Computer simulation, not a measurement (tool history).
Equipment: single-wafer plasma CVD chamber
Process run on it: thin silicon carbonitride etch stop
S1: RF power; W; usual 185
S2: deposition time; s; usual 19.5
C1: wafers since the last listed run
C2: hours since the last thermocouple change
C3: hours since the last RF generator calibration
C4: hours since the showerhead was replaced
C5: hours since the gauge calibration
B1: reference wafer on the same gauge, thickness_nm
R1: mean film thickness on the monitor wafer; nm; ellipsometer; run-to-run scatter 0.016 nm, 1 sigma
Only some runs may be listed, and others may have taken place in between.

| run | hour | S1 | S2 | C1 | C2 | C3 | C4 | C5 | B1 | R1 |
|---|---|---|---|---|---|---|---|---|---|---|
| 1 | 0 | 170 | 19.5 | 0 | 478.4 | 686.7 | 1510.2 | 688 | 9.998 | 10.475 |
| 2 | 55.8 | 170 | 19.5 | 2030 | 534.2 | 742.5 | 1566 | 743.8 | 9.999 | 10.482 |
| 3 | 124.4 | 185 | 21 | 2496 | 602.8 | 811.1 | 1634.6 | 812.4 | 10 | 11.448 |
| 4 | 168.5 | 185 | 19.5 | 1604 | 646.9 | 855.2 | 1678.7 | 856.5 | 10.004 | 10.632 |
| 5 | 206.7 | 185 | 19.5 | 1390 | 685.1 | 893.4 | 1716.9 | 894.7 | 9.999 | 10.658 |
| 6 | 261.2 | 185 | 19.5 | 1983 | 739.6 | 947.9 | 1771.4 | 949.2 | 9.997 | 10.643 |
| 7 | 314.8 | 185 | 19.5 | 1950 | 793.2 | 1001.5 | 1825 | 1002.8 | 9.999 | 10.626 |
| 8 | 358.2 | 185 | 19.5 | 1579 | 836.6 | 1044.9 | 1868.4 | 1046.2 | 10.001 | 10.642 |
| 9 | 412.8 | 185 | 19.5 | 1986 | 891.2 | 1099.5 | 1923 | 1100.8 | 10.002 | 10.616 |
| 10 | 454.7 | 185 | 19.5 | 1524 | 933.1 | 1141.4 | 1964.9 | 1142.7 | 9.996 | 10.61 |
|  | 534.6 | gauge calibrated |
|  | 555.7 | RF generator calibrated |
| 11 | 668 | 220 | 16.5 | 7470 | 1146.4 | 112.3 | 2178.2 | 133.4 | 10.001 | 9.38 |
| 12 | 731.6 | 210 | 16.2 | 2314 | 1210 | 175.9 | 2241.8 | 197 | 10.002 | 9.122 |
| 13 | 773 | 185 | 19.5 | 1506 | 1251.4 | 217.3 | 2283.2 | 238.4 | 9.998 | 10.734 |
| 14 | 811.2 | 160 | 19.5 | 1390 | 1289.6 | 255.5 | 2321.4 | 276.6 | 9.996 | 10.415 |
|  | 868.1 | thermocouple changed; heater temperature recalibrated |
| 15 | 870.2 | 185 | 22.3 | 1855 | 2.1 | 314.5 | 2380.4 | 335.6 | 9.998 | 12.199 |
|  | 914.2 | showerhead replaced |
| 16 | 917.4 | 185 | 19.5 | 1426 | 49.3 | 361.7 | 3.2 | 382.8 | 10 | 10.682 |
| 17 | 943.3 | 185 | 19.5 | 942 | 75.2 | 387.6 | 29.1 | 408.7 | 10.001 | 10.686 |
| 18 | 979.4 | 205 | 19.5 | 1313 | 111.3 | 423.7 | 65.2 | 444.8 | 9.999 | 10.858 |
| 19 | 1004.3 | 160 | 21.7 | 906 | 136.2 | 448.6 | 90.1 | 469.7 | 10 | 11.563 |
| 20 | 1057 | 160 | 16.5 | 1917 | 188.9 | 501.3 | 142.8 | 522.4 | 9.996 | 8.781 |
| 21 | 1221.3 | 210 | 19.5 | 5978 | 353.2 | 665.6 | 307.1 | 686.7 | 9.998 | 10.922 |

Forecast each of these 3 alternatives for the next run:
| A | 1221.7 | 185 | 19.5 | 14 | 353.6 | 666 | 307.5 | 687.1 | ? | ? |
| B | 1221.7 | 220 | 21.8 | 14 | 353.6 | 666 | 307.5 | 687.1 | ? | ? |
| C | 1221.7 | 215 | 16.8 | 14 | 353.6 | 666 | 307.5 | 687.1 | ? | ? |

| run | B1 | R1 |
|---|---|---|
| A | 9.998 | 10.608 |
| B | 9.998 | 12.252 |
| C | 9.998 | 9.4 |
Without the tool's unlogged condition, the same runs would have read:
| run | R1 |
|---|---|
| A | 10.716 |
| B | 12.377 |
| C | 9.496 |

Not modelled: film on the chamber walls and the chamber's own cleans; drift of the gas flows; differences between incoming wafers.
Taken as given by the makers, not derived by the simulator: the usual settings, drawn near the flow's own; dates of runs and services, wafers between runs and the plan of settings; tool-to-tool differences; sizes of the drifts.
